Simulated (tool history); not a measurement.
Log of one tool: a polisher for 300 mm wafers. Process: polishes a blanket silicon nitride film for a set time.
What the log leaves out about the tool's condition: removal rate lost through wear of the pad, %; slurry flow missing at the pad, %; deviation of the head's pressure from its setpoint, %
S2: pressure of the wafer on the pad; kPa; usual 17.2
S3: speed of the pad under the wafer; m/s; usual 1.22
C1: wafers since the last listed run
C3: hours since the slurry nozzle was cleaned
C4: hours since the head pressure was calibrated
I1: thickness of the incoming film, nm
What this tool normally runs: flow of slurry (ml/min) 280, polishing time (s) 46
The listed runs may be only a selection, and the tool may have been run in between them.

run 1 day=0 | flow_of_slurry_(ml/min)=280 S2=17.2 S3=1.34 polishing_time_(s)=51 | C1=0 wafers_polished_on_this_pad=1354 C3=335.1 C4=308.3 | I1=716.8 | film_removed_(angstrom)=820
-- day=2.821 head pressure recalibrated
-- day=5.838 worn pad replaced by a new one
run 2 day=13.229 | flow_of_slurry_(ml/min)=280 S2=14.5 S3=1.22 polishing_time_(s)=42 | C1=2698 wafers_polished_on_this_pad=1536 C3=652.6 C4=249.8 | I1=739.5 | film_removed_(angstrom)=499
run 3 day=17.421 | flow_of_slurry_(ml/min)=280 S2=14.5 S3=1.22 polishing_time_(s)=42 | C1=871 wafers_polished_on_this_pad=2408 C3=753.2 C4=350.4 | I1=738.2 | film_removed_(angstrom)=485
-- day=18.3 head pressure recalibrated
-- day=19.812 worn pad replaced by a new one
run 4 day=21.004 | flow_of_slurry_(ml/min)=205 S2=17.2 S3=1.22 polishing_time_(s)=46 | C1=693 wafers_polished_on_this_pad=247 C3=839.2 C4=64.9 | I1=724 | film_removed_(angstrom)=615
-- day=22.317 slurry nozzle cleaned
run 5 day=22.908 | flow_of_slurry_(ml/min)=280 S2=17.2 S3=1.22 polishing_time_(s)=46 | C1=387 wafers_polished_on_this_pad=634 C3=14.2 C4=110.6 | I1=728.9 | film_removed_(angstrom)=706
run 6 day=24.967 | flow_of_slurry_(ml/min)=280 S2=17.2 S3=1.22 polishing_time_(s)=46 | C1=427 wafers_polished_on_this_pad=1062 C3=63.6 C4=160 | I1=722.6 | film_removed_(angstrom)=701
run 7 day=27.079 | flow_of_slurry_(ml/min)=280 S2=17.2 S3=1.22 polishing_time_(s)=46 | C1=439 wafers_polished_on_this_pad=1501 C3=114.3 C4=210.7 | I1=715.4 | film_removed_(angstrom)=695
run 8 day=29.746 | flow_of_slurry_(ml/min)=280 S2=17.2 S3=1.22 polishing_time_(s)=46 | C1=554 wafers_polished_on_this_pad=2056 C3=178.3 C4=274.7 | I1=737.9 | film_removed_(angstrom)=684
-- day=31 worn pad replaced by a new one
run 9 day=33.204 | flow_of_slurry_(ml/min)=280 S2=17.2 S3=1.22 polishing_time_(s)=46 | C1=684 wafers_polished_on_this_pad=458 C3=261.3 C4=357.7 | I1=735.6 | film_removed_(angstrom)=705
-- day=34.608 head pressure recalibrated
run 10 day=36.296 | flow_of_slurry_(ml/min)=380 S2=15.2 S3=1.22 polishing_time_(s)=39 | C1=625 wafers_polished_on_this_pad=1083 C3=335.5 C4=40.5 | I1=737.8 | film_removed_(angstrom)=519
-- day=42.942 worn pad replaced by a new one
run 11 day=44.721 | flow_of_slurry_(ml/min)=380 S2=15.2 S3=1.22 polishing_time_(s)=39 | C1=1716 wafers_polished_on_this_pad=369 C3=537.7 C4=242.7 | I1=727 | film_removed_(angstrom)=534
run 12 day=48.292 | flow_of_slurry_(ml/min)=280 S2=20 S3=1.22 polishing_time_(s)=46 | C1=742 wafers_polished_on_this_pad=1112 C3=623.4 C4=328.4 | I1=729 | film_removed_(angstrom)=773
-- day=51.204 head pressure recalibrated
run 13 day=51.396 | flow_of_slurry_(ml/min)=370 S2=14.5 S3=1.54 polishing_time_(s)=46 | C1=628 wafers_polished_on_this_pad=1740 C3=697.9 C4=4.6 | I1=725.9 | film_removed_(angstrom)=682
run 14 day=53.354 | flow_of_slurry_(ml/min)=280 S2=17.2 S3=1.22 polishing_time_(s)=46 | C1=407 wafers_polished_on_this_pad=2147 C3=744.9 C4=51.6 | I1=738.8 | film_removed_(angstrom)=623
-- day=54.762 slurry nozzle cleaned
run 15 day=55.562 | flow_of_slurry_(ml/min)=280 S2=22.1 S3=0.88 polishing_time_(s)=46 | C1=450 wafers_polished_on_this_pad=2598 C3=19.2 C4=104.6 | I1=728.1 | film_removed_(angstrom)=644
-- day=55.817 worn pad replaced by a new one
run 16 day=57.65 | flow_of_slurry_(ml/min)=245 S2=11.7 S3=0.98 polishing_time_(s)=50 | C1=399 wafers_polished_on_this_pad=381 C3=69.3 C4=154.7 | I1=719.7 | film_removed_(angstrom)=436
run 17 day=62.138 | flow_of_slurry_(ml/min)=280 S2=17.2 S3=1.38 polishing_time_(s)=46 | C1=932 wafers_polished_on_this_pad=1314 C3=177 C4=262.4 | I1=737.2 | film_removed_(angstrom)=781
run 18 day=65.283 | flow_of_slurry_(ml/min)=280 S2=13.8 S3=1.02 polishing_time_(s)=34 | C1=654 wafers_polished_on_this_pad=1968 C3=252.5 C4=337.9 | I1=733 | film_removed_(angstrom)=340

Here are 5 independent what-if runs from the current tool condition. What would each one return?
run A day=65.3 | flow_of_slurry_(ml/min)=280 S2=17.2 S3=1.22 polishing_time_(s)=42 | C1=3 wafers_polished_on_this_pad=1972 C3=252.9 C4=338.3 | I1=732.3 | film_removed_(angstrom)=?
run B day=65.3 | flow_of_slurry_(ml/min)=355 S2=19.3 S3=0.92 polishing_time_(s)=46 | C1=3 wafers_polished_on_this_pad=1972 C3=252.9 C4=338.3 | I1=732.3 | film_removed_(angstrom)=?
run C day=65.3 | flow_of_slurry_(ml/min)=350 S2=17.2 S3=0.96 polishing_time_(s)=46 | C1=3 wafers_polished_on_this_pad=1972 C3=252.9 C4=338.3 | I1=732.3 | film_removed_(angstrom)=?
run D day=65.3 | flow_of_slurry_(ml/min)=280 S2=13.8 S3=1.02 polishing_time_(s)=46 | C1=3 wafers_polished_on_this_pad=1972 C3=252.9 C4=338.3 | I1=732.3 | film_removed_(angstrom)=?
run E day=65.3 | flow_of_slurry_(ml/min)=280 S2=17.2 S3=1.22 polishing_time_(s)=51 | C1=3 wafers_polished_on_this_pad=1972 C3=252.9 C4=338.3 | I1=732.3 | film_removed_(angstrom)=?

run=A film_removed_(angstrom)=612
run=B film_removed_(angstrom)=615
run=C film_removed_(angstrom)=567
run=D film_removed_(angstrom)=464
run=E film_removed_(angstrom)=743
With the hidden condition removed and each run's random variation left untouched, the same runs would have given:
run=A film_removed_(angstrom)=654
run=B film_removed_(angstrom)=654
run=C film_removed_(angstrom)=604
run=D film_removed_(angstrom)=497
run=E film_removed_(angstrom)=794
